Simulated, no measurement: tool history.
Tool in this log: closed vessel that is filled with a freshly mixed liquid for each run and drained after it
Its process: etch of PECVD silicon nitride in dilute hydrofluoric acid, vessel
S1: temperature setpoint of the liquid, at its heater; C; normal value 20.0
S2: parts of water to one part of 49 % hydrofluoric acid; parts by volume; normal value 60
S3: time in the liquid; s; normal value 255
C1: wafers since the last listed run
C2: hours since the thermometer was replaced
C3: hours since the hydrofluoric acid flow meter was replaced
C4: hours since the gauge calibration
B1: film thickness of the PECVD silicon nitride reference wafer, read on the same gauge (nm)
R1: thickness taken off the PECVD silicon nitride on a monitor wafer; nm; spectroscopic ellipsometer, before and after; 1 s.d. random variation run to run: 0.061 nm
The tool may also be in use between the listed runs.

run 1 hour=0.0 | S1=20.0 S2=60 S3=255 | C1=0 C2=742.6 C3=2132.3 C4=28.4 | B1=59.99 | R1=14.43
run 2 hour=10.6 | S1=20.0 S2=60 S3=255 | C1=1283 C2=753.2 C3=2142.9 C4=39.0 | B1=59.99 | R1=14.49
run 3 hour=19.2 | S1=20.0 S2=60 S3=255 | C1=1041 C2=761.8 C3=2151.5 C4=47.6 | B1=60.01 | R1=14.46
run 4 hour=27.1 | S1=20.0 S2=60 S3=255 | C1=956 C2=769.7 C3=2159.4 C4=55.5 | B1=60.02 | R1=14.42
run 5 hour=43.7 | S1=20.0 S2=60 S3=255 | C1=2009 C2=786.3 C3=2176.0 C4=72.1 | B1=59.99 | R1=14.49
run 6 hour=57.3 | S1=20.0 S2=60 S3=255 | C1=1646 C2=799.9 C3=2189.6 C4=85.7 | B1=60.00 | R1=14.39
run 7 hour=74.9 | S1=20.0 S2=60 S3=255 | C1=2130 C2=817.5 C3=2207.2 C4=103.3 | B1=59.98 | R1=14.28
run 8 hour=83.3 | S1=22.0 S2=35 S3=255 | C1=1016 C2=825.9 C3=2215.6 C4=111.7 | B1=59.98 | R1=27.59
-- hour=98.1 hydrofluoric acid flow meter replaced
run 9 hour=99.6 | S1=20.0 S2=45 S3=255 | C1=1852 C2=842.2 C3=1.5 C4=128.0 | B1=59.99 | R1=18.85
run 10 hour=106.4 | S1=20.0 S2=45 S3=255 | C1=823 C2=849.0 C3=8.3 C4=134.8 | B1=60.02 | R1=18.72
-- hour=115.7 thermometer replaced
run 11 hour=124.2 | S1=24.5 S2=60 S3=255 | C1=2033 C2=8.5 C3=26.1 C4=152.6 | B1=60.02 | R1=23.07
-- hour=129.7 gauge calibrated
run 12 hour=138.3 | S1=23.0 S2=80 S3=155 | C1=1706 C2=22.6 C3=40.2 C4=8.6 | B1=59.98 | R1=9.55
run 13 hour=147.9 | S1=24.5 S2=85 S3=375 | C1=1162 C2=32.2 C3=49.8 C4=18.2 | B1=60.00 | R1=24.04
run 14 hour=154.9 | S1=21.5 S2=60 S3=255 | C1=847 C2=39.2 C3=56.8 C4=25.2 | B1=60.00 | R1=18.78
run 15 hour=171.3 | S1=24.5 S2=60 S3=395 | C1=1985 C2=55.6 C3=73.2 C4=41.6 | B1=59.99 | R1=35.47

A few steps of R1 between consecutive runs. Split each: what settings, incoming material and random variation would produce without the hidden state, and what is left over for the hidden state, along with gauge scatter present in only one of the two compared results (measured, and without hidden state):
Unlogged tool condition in this case: liquid colder than its thermometer reads (K); hydrofluoric acid flow below the setpoint (%); gauge reads high (%).
Run 10 -> 11: S1 20.0 -> 24.5, S2 45 -> 60, thermometer replaced. R1 +4.35 nm: hidden state +3.80, all else +0.55.
Run 14 -> 15: S1 21.5 -> 24.5, S3 255 -> 395. R1 +16.69 nm: hidden state -0.26, all else +16.95.
